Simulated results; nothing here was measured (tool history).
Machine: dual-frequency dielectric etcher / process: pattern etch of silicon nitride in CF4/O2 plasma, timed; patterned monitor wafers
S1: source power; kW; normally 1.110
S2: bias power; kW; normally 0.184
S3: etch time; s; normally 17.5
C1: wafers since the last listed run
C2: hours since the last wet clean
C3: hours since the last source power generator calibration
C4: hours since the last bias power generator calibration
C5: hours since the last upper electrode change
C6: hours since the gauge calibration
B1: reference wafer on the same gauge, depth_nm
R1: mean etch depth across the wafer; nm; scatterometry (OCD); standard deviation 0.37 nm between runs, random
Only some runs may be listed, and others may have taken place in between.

run	hour	S1	S2	S3	C1	C2	C3	C4	C5	C6	B1	R1
1	0.0	1.110	0.184	15.0	0	195.9	2544.4	3474.3	3728.0	406.5	80.6	58.5
2	39.5	1.110	0.184	15.0	505	235.4	2583.9	3513.8	3767.5	446.0	80.6	58.6
3	88.2	1.110	0.197	17.5	623	284.1	2632.6	3562.5	3816.2	494.7	80.5	69.4
4	129.2	1.110	0.197	17.5	525	325.1	2673.6	3603.5	3857.2	535.7	80.4	69.9
5	194.8	1.110	0.197	17.5	840	390.7	2739.2	3669.1	3922.8	601.3	80.3	68.9
# hour 245.4: wet clean of the chamber
6	245.9	1.110	0.173	17.5	347	0.5	2790.3	3720.2	3973.9	652.4	80.2	64.7
7	328.3	1.110	0.173	17.5	1055	82.9	2872.7	3802.6	4056.3	734.8	80.4	64.1
8	396.9	1.110	0.184	17.5	878	151.5	2941.3	3871.2	4124.9	803.4	80.4	65.4
# hour 422.7: source power generator calibrated
# hour 427.5: wet clean of the chamber, repeated, since the last time left the tool worse
9	467.6	1.110	0.184	17.5	792	40.1	44.9	3941.9	4195.6	874.1	80.4	69.7
# hour 556.1: upper electrode replaced
10	569.4	0.910	0.204	14.0	996	141.9	146.7	4043.7	13.3	975.9	80.3	51.6
# hour 582.2: gauge calibrated
11	639.9	1.110	0.184	13.0	903	212.4	217.2	4114.2	83.8	57.7	80.4	50.9
# hour 760.5: wet clean of the chamber
12	761.0	1.110	0.184	17.5	1243	0.5	338.3	4235.3	204.9	178.8	80.5	70.0
# hour 785.1: bias power generator calibrated
13	838.6	1.110	0.184	17.5	942	78.1	415.9	53.5	282.5	256.4	80.2	69.3

Run 14 has not been measured yet. What should we expect?
14	891.8	0.850	0.197	15.5	681	131.3	469.1	106.7	335.7	309.6	?	?

Run 14 measured B1 80.5, R1 56.0 nm.
If the tool had no hidden condition, the same run with the same run-to-run variation would have returned R1 56.4 nm.
